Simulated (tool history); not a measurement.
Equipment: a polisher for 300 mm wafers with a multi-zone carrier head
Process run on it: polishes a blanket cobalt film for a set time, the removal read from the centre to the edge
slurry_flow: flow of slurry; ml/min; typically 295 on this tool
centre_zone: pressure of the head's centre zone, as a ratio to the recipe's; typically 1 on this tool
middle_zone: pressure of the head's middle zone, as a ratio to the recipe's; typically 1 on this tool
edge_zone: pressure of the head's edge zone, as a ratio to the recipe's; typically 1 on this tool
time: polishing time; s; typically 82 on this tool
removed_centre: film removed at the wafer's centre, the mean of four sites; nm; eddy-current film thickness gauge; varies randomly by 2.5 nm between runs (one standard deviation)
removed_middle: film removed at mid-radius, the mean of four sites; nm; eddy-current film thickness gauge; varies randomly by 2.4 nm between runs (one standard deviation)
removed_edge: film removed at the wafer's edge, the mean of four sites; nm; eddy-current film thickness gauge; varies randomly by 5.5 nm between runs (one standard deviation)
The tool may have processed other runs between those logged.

run    hour  slurry_flow  centre_zone  middle_zone  edge_zone  time  incoming thickness of the incoming film, nm  removed_centre  removed_middle  removed_edge
  1       0          295            1            1          1    82                                       1285.5           362.9           372.5         375.2
       74.5  -- worn pad replaced by a new one
  2   130.3          295            1            1          1    82                                       1238.3             372           373.9         370.7
      214.4  -- carrier head's membrane replaced by a new one
  3   223.7          295            1            1          1    82                                       1272.1             366           368.8         375.2
      251.6  -- centre zone pressure recalibrated
      275.4  -- slurry nozzle cleaned
  4   297.6          295            1            1          1    82                                       1278.9             365           376.6         381.5
  5     392          295            1            1          1    82                                       1235.7           366.7           371.8         370.8
        399  -- edge zone pressure recalibrated
  6   439.5          295            1            1          1    82                                       1262.2           369.3             372         367.4
  7   476.9          295            1            1          1    82                                       1241.3           366.3           373.2         370.1
  8   531.2          295            1            1          1    82                                       1271.9           367.7           375.2         369.5
      544.4  -- worn pad replaced by a new one
  9   623.3          295            1         1.03          1    82                                       1238.8           368.9           386.6           366
      661.1  -- carrier head's membrane replaced by a new one
 10   694.9          325            1         0.89       0.94   108                                       1260.5             484           452.5           495
      732.2  -- centre zone pressure recalibrated
 11   782.4          360            1            1       0.96    54                                       1265.4           245.9           250.2         244.8
 12   831.8          295            1            1          1    67                                       1265.5           300.3           305.1           303
 13   938.9          325         0.93         0.89          1    96                                         1271           410.8           398.7         440.3
 14   984.5          295         0.95         0.97          1    82                                       1246.2           349.9             364         384.9
     1000.4  -- slurry nozzle cleaned
     1037.3  -- worn pad replaced by a new one
 15  1088.5          375         0.97         1.03          1    61                                       1268.3           272.6           291.2         284.6
     1143.6  -- centre zone pressure recalibrated
 16  1191.1          295            1            1          1    82                                       1246.2           363.5           373.8         365.2
     1228.6  -- carrier head's membrane replaced by a new one
 17    1231          350            1            1       0.89   102                                       1260.8             461             471         462.5
 18  1307.7          360         1.06         0.92       1.04    82                                         1265           394.3           358.4         382.9
 19  1383.6          265         1.08            1          1    66                                       1249.8           312.6           296.7         299.5
 20  1446.9          295            1            1          1    59                                       1274.8           266.5           269.7         269.8
     1452.6  -- edge zone pressure recalibrated
     1482.6  -- worn pad replaced by a new one
 21  1545.7          295            1            1          1   102                                       1289.3           454.6           464.6         469.5
     1598.2  -- slurry nozzle cleaned
 22  1598.7          325            1         0.89       0.94   108                                       1259.4           488.7           450.9         492.1

4 ways to go on from here, each from the tool as it stands after run 22. What would each give?
  A  1599.1          235            1            1          1    82                                       1276.3               ?               ?             ?
  B  1599.1          360            1            1       1.09   100                                       1276.3               ?               ?             ?
  C  1599.1          340            1            1          1    82                                       1276.3               ?               ?             ?
  D  1599.1          295         0.93          0.9       1.03    82                                       1276.3               ?               ?             ?

run  removed_centre  removed_middle  removed_edge
  A             360           369.9         370.4
  B           452.8           463.9         474.2
  C           369.9           379.1         377.4
  D           346.1             344         378.7
Without the tool's unlogged condition, the same runs would have read:
run  removed_centre  removed_middle  removed_edge
  A             360           369.9         370.4
  B           452.8           463.9         474.2
  C           369.9           379.1         377.4
  D           346.1             344         378.7
